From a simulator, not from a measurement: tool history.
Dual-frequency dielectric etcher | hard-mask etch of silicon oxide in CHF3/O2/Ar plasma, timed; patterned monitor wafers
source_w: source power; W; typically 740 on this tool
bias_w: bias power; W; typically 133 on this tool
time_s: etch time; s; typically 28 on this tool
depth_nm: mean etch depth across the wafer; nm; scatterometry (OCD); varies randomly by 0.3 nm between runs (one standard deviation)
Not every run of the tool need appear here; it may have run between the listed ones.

run   hour  source_w  bias_w  time_s  read-back reference wafer on the same gauge, depth_nm  depth_nm
  1      0       740     133      28                                                   57.9        50
  2   17.9       740     133      28                                                     58        50
  3   32.8       740     133      28                                                   57.9      49.6
  4     40       740     133      28                                                   58.1      50.2
     102.7  -- wet clean of the chamber
  5  103.2       740     133      28                                                   58.1      52.5
  6  103.5       740     133      28                                                     58      51.9
  7  112.2       740     133      28                                                   58.2      52.2
  8  128.6       740     133      28                                                   58.1      52.1
  9  136.6       740     133      28                                                   57.8      52.4
 10  145.6       740     133      21                                                     58        39

Run 11 has not been measured yet. What should we expect?
 11  156.6       680     161    34.5                                                      ?         ?

read-back reference wafer on the same gauge, depth_nm: 58
depth_nm: 67.4 nm
Without the tool's hidden state the same run would have given depth_nm 67.9 nm.

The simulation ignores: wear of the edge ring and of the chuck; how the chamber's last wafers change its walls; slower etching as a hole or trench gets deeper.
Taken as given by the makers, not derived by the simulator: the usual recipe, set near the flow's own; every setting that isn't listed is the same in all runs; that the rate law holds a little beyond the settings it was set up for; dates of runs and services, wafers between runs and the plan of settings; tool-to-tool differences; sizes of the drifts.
